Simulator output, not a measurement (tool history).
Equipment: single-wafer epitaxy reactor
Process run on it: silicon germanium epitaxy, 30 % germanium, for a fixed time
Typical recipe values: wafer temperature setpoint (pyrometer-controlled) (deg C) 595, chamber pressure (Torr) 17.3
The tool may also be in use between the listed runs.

| run | hour | wafer temperature setpoint (pyrometer-controlled) (deg C) | chamber pressure (Torr) | wafers since the last listed run | hours since the last pyrometer calibration | hours since the last manometer calibration | hours since the showerhead was replaced | hours since the gauge calibration | read-back reference wafer on the same gauge, thickness_nm | mean film thickness on the monitor wafer (nm) |
|---|---|---|---|---|---|---|---|---|---|---|
| 1 | 0 | 595 | 17.3 | 0 | 2122.7 | 1369.5 | 7146.9 | 223 | 42.575 | 58.72 |
| 2 | 25.4 | 595 | 17.3 | 342 | 2148.1 | 1394.9 | 7172.3 | 248.4 | 42.62 | 59.105 |
| 3 | 46 | 599 | 20.8 | 277 | 2168.7 | 1415.5 | 7192.9 | 269 | 42.659 | 67.96 |
| 4 | 74.8 | 599 | 20.8 | 388 | 2197.5 | 1444.3 | 7221.7 | 297.8 | 42.618 | 68.264 |
| 5 | 89.3 | 595 | 17.3 | 195 | 2212 | 1458.8 | 7236.2 | 312.3 | 42.535 | 58.375 |
| 6 | 114.1 | 595 | 17.3 | 334 | 2236.8 | 1483.6 | 7261 | 337.1 | 42.603 | 59.353 |
| 7 | 137.7 | 595 | 20.3 | 318 | 2260.4 | 1507.2 | 7284.6 | 360.7 | 42.589 | 63.313 |
| 8 | 171.7 | 600 | 17.3 | 458 | 2294.4 | 1541.2 | 7318.6 | 394.7 | 42.621 | 64.14 |
| 9 | 189.9 | 600 | 17.3 | 245 | 2312.6 | 1559.4 | 7336.8 | 412.9 | 42.608 | 63.948 |
|  | 221.9 | pyrometer calibrated |
| 10 | 224.6 | 595 | 15.3 | 359 | 2.7 | 1594.1 | 7371.5 | 447.6 | 42.624 | 52.707 |
| 11 | 244.3 | 595 | 15.3 | 265 | 22.4 | 1613.8 | 7391.2 | 467.3 | 42.624 | 52.883 |
| 12 | 311.1 | 595 | 15.3 | 900 | 89.2 | 1680.6 | 7458 | 534.1 | 42.525 | 53.202 |
| 13 | 340.8 | 595 | 20.1 | 400 | 118.9 | 1710.3 | 7487.7 | 563.8 | 42.555 | 59.922 |
| 14 | 361 | 595 | 17.3 | 272 | 139.1 | 1730.5 | 7507.9 | 584 | 42.619 | 55.979 |
| 15 | 373.3 | 599 | 20.8 | 165 | 151.4 | 1742.8 | 7520.2 | 596.3 | 42.625 | 64.964 |
| 16 | 399.6 | 595 | 14.2 | 354 | 177.7 | 1769.1 | 7546.5 | 622.6 | 42.596 | 52.327 |
|  | 410.4 | showerhead replaced |
| 17 | 414.5 | 606 | 14.1 | 93 | 192.6 | 1784 | 4.1 | 637.5 | 42.673 | 62.014 |

The next listed run, before its measurement:
| 18 | 435 | 595 | 20.2 | 276 | 213.1 | 1804.5 | 24.6 | 658 | ? | ? |

read-back reference wafer on the same gauge, thickness_nm: 42.575
mean film thickness on the monitor wafer (nm): 60.109
Minus the tool's unlogged condition, the same run would have read mean film thickness on the monitor wafer (nm) 56.303.
